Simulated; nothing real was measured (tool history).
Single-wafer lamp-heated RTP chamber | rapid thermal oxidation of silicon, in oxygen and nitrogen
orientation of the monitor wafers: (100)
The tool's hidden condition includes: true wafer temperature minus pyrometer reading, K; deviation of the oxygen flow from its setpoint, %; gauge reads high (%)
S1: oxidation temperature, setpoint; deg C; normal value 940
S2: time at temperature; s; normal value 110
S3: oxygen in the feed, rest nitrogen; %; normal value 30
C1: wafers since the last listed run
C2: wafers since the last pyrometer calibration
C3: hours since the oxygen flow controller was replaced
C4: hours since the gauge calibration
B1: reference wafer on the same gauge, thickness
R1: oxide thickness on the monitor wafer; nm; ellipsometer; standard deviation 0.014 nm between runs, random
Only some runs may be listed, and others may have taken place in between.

run,hour,S1,S2,S3,C1,C2,C3,C4,B1,R1
1,0,940,110,30,0,534,2631.4,2039.9,3.173,3.667
2,72.1,940,110,30,533,1067,2703.5,2112,3.169,3.684
3,179.4,940,110,30,793,1860,2810.8,2219.3,3.173,3.667
4,218.2,940,72,17,286,2147,2849.6,2258.1,3.169,2.924
5,279.9,940,72,17,456,2604,2911.3,2319.8,3.168,2.91
6,345.9,940,72,17,488,3092,2977.3,2385.8,3.172,2.909
7,397.1,940,110,30,378,3470,3028.5,2437,3.173,3.652
# hour 437.6: pyrometer window cleaned and pyrometer calibrated
8,442.6,940,110,30,277,36,3074,2482.5,3.174,3.676
9,543.6,940,110,30,746,783,3175,2583.5,3.173,3.648
10,606.5,940,110,30,465,1248,3237.9,2646.4,3.172,3.647
11,649.8,940,110,30,320,1569,3281.2,2689.7,3.167,3.665
12,735.5,940,125,30,633,2202,3366.9,2775.4,3.171,3.818
13,778.7,940,110,30,319,2522,3410.1,2818.6,3.17,3.683
14,852.8,940,110,30,547,3070,3484.2,2892.7,3.173,3.65
15,900,940,110,30,349,3419,3531.4,2939.9,3.171,3.658
# hour 908.8: pyrometer window cleaned and pyrometer calibrated
16,1111.7,940,110,30,1506,1500,3743.1,3151.6,3.173,3.69
# hour 1140.9: gauge calibrated
17,1176.6,940,110,30,479,1980,3808,35.7,3.174,3.663
18,1339,916,91,17,1200,3181,3970.4,198.1,3.172,2.837
19,1405.9,940,110,30,494,3676,4037.3,265,3.165,3.668
20,1464.9,940,110,17,436,4112,4096.3,324,3.166,3.233
# hour 1481.5: pyrometer window cleaned and pyrometer calibrated
21,1532.7,952,132,30,442,378,4164.1,391.8,3.17,4.203
# hour 1591.6: oxygen flow controller replaced
22,1610.6,940,110,30,516,895,19,469.7,3.169,3.637
23,1700.6,940,110,51,665,1560,109,559.7,3.171,4.199
24,1781.2,951,156,54,596,2156,189.6,640.3,3.169,5.342
25,1875.9,965,144,20,700,2857,284.3,735,3.167,4.221
26,1934.4,940,110,30,432,3289,342.8,793.5,3.168,3.654
27,2032.4,940,110,30,724,4014,440.8,891.5,3.168,3.657
# hour 2081.6: pyrometer window cleaned and pyrometer calibrated
28,2117.5,940,110,40,570,265,525.9,976.6,3.169,3.953
29,2274.1,923,85,30,1158,1423,682.5,1133.2,3.168,3.112

Forecast run 30:
30,2334.1,940,110,30,443,1867,742.5,1193.2,?,?

{"run 30": {"B1": 3.171, "R1": 3.653}}
The same run, on a tool lacking any hidden state, would have yielded R1 3.653 nm.

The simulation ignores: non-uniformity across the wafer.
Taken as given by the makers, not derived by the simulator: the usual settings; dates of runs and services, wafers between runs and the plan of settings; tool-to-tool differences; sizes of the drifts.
